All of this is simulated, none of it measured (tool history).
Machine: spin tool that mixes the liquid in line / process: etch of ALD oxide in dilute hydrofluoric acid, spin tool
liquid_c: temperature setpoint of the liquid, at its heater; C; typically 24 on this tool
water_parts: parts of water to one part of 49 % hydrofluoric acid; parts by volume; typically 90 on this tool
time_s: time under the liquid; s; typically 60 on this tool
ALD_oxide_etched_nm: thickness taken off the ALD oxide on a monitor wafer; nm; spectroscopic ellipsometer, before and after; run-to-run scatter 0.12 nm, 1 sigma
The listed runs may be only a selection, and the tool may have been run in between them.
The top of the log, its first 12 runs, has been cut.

| run | hour | liquid_c | water_parts | time_s | wafers since the last listed run | hours since the thermometer was replaced | hours since the hydrofluoric acid flow meter was replaced | hours since the gauge calibration | read-back film thickness of the ALD oxide reference wafer, read on the same gauge (nm) | ALD_oxide_etched_nm |
|---|---|---|---|---|---|---|---|---|---|---|
| 13 | 727.4 | 24 | 90 | 60 | 1980 | 424.2 | 1477.8 | 875.7 | 120.02 | 12.56 |
| 14 | 789.7 | 21 | 90 | 60 | 930 | 486.5 | 1540.1 | 938 | 120.02 | 11 |
| 15 | 836.3 | 21 | 90 | 60 | 696 | 533.1 | 1586.7 | 984.6 | 120 | 10.79 |
| 16 | 882 | 21 | 90 | 60 | 682 | 578.8 | 1632.4 | 1030.3 | 120.01 | 11.21 |
| 17 | 920.3 | 24 | 90 | 60 | 572 | 617.1 | 1670.7 | 1068.6 | 119.99 | 12.41 |
| 18 | 966.9 | 24 | 90 | 60 | 696 | 663.7 | 1717.3 | 1115.2 | 119.96 | 12.46 |
|  | 972.9 | gauge calibrated |
| 19 | 999.1 | 24 | 90 | 70 | 480 | 695.9 | 1749.5 | 26.2 | 120 | 14.47 |
| 20 | 1027 | 27.5 | 100 | 75 | 416 | 723.8 | 1777.4 | 54.1 | 120.04 | 15.67 |
| 21 | 1066.8 | 20.5 | 90 | 60 | 594 | 763.6 | 1817.2 | 93.9 | 119.99 | 10.79 |
| 22 | 1169.8 | 19.5 | 90 | 85 | 1538 | 866.6 | 1920.2 | 196.9 | 119.97 | 14.57 |
| 23 | 1240.4 | 24 | 90 | 60 | 1054 | 937.2 | 1990.8 | 267.5 | 120.02 | 12.2 |
|  | 1362 | thermometer replaced |
|  | 1389.1 | hydrofluoric acid flow meter replaced |
| 24 | 1393.2 | 19.5 | 90 | 30 | 2252 | 31.2 | 4.1 | 420.3 | 119.99 | 5.4 |
| 25 | 1450.5 | 21.5 | 110 | 60 | 855 | 88.5 | 61.4 | 477.6 | 120 | 9.3 |
| 26 | 1492.9 | 24 | 90 | 60 | 633 | 130.9 | 103.8 | 520 | 120.03 | 12.73 |
| 27 | 1557.5 | 21.5 | 55 | 30 | 964 | 195.5 | 168.4 | 584.6 | 120.03 | 9.85 |
| 28 | 1691.6 | 19 | 50 | 50 | 2003 | 329.6 | 302.5 | 718.7 | 120 | 16.76 |
| 29 | 1736.8 | 24 | 90 | 60 | 675 | 374.8 | 347.7 | 763.9 | 120.04 | 12.81 |
| 30 | 1772.3 | 19 | 115 | 30 | 530 | 410.3 | 383.2 | 799.4 | 119.97 | 3.93 |
| 31 | 1835.8 | 24 | 90 | 60 | 948 | 473.8 | 446.7 | 862.9 | 120 | 12.86 |
|  | 1849.1 | gauge calibrated |
| 32 | 1865.2 | 29 | 115 | 85 | 439 | 503.2 | 476.1 | 16.1 | 119.99 | 16.83 |
| 33 | 1914.9 | 24 | 130 | 60 | 742 | 552.9 | 525.8 | 65.8 | 120 | 8.36 |
| 34 | 1949.4 | 29 | 45 | 30 | 515 | 587.4 | 560.3 | 100.3 | 120.01 | 16.46 |

Branching from run 34: 4 alternative next runs. What would each branch give?
| A | 1949.8 | 24 | 90 | 60 | 5 | 587.8 | 560.7 | 100.7 | ? | ? |
| B | 1949.8 | 21 | 55 | 80 | 5 | 587.8 | 560.7 | 100.7 | ? | ? |
| C | 1949.8 | 29 | 90 | 60 | 5 | 587.8 | 560.7 | 100.7 | ? | ? |
| D | 1949.8 | 22.5 | 60 | 50 | 5 | 587.8 | 560.7 | 100.7 | ? | ? |

| run | read-back film thickness of the ALD oxide reference wafer, read on the same gauge (nm) | ALD_oxide_etched_nm |
|---|---|---|
| A | 119.99 | 12.66 |
| B | 119.99 | 25.53 |
| C | 119.99 | 15.39 |
| D | 119.99 | 15.47 |
With no hidden state in the tool, these same runs would have given:
| run | ALD_oxide_etched_nm |
|---|---|
| A | 12.86 |
| B | 25.92 |
| C | 15.64 |
| D | 15.71 |

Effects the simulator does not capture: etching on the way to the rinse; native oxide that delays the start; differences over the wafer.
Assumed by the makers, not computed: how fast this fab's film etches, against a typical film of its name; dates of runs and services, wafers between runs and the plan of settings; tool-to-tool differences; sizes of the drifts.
